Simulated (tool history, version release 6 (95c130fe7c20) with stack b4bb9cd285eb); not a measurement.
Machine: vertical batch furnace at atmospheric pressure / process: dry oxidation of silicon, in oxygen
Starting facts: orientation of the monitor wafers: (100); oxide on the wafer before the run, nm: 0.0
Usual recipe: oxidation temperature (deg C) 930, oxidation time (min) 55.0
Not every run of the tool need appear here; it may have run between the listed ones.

run,hour,oxidation temperature (deg C),oxidation time (min),"read-back reference wafer on the same gauge, thickness",oxide thickness on the monitor wafer (Å)
1,0.0,930,55.0,23.42,272.5
2,15.2,930,55.0,23.40,273.0
3,26.7,930,55.0,23.41,273.3
4,40.0,930,55.0,23.39,273.3
5,56.9,940,55.0,23.39,301.5
6,73.9,930,55.0,23.39,272.0
7,89.8,948,43.5,23.40,283.2
8,98.3,948,43.5,23.40,283.8
9,108.5,948,43.5,23.42,284.3
10,122.6,930,70.0,23.41,320.7
11,132.1,930,70.0,23.42,321.3
12,148.8,930,70.0,23.41,321.0
13,166.0,930,55.0,23.40,272.8
# hour 192.8: boat lift adjusted
# hour 215.7: thermocouples replaced and temperature profile calibrated
14,216.2,915,55.0,23.39,225.2
15,220.1,915,55.0,23.40,225.7
# hour 223.7: gauge calibrated
16,224.0,915,55.0,23.41,225.2
17,227.8,924,55.0,23.39,247.7
18,234.8,924,55.0,23.42,246.0
19,242.7,939,47.5,23.41,261.0

The next listed run, before its measurement:
20,249.7,921,40.0,?,?

Run 20 gave read-back reference wafer on the same gauge, thickness 23.40, oxide thickness on the monitor wafer (Å) 193.9.
Had the tool carried no hidden state, the very same run would have given oxide thickness on the monitor wafer (Å) 192.4.

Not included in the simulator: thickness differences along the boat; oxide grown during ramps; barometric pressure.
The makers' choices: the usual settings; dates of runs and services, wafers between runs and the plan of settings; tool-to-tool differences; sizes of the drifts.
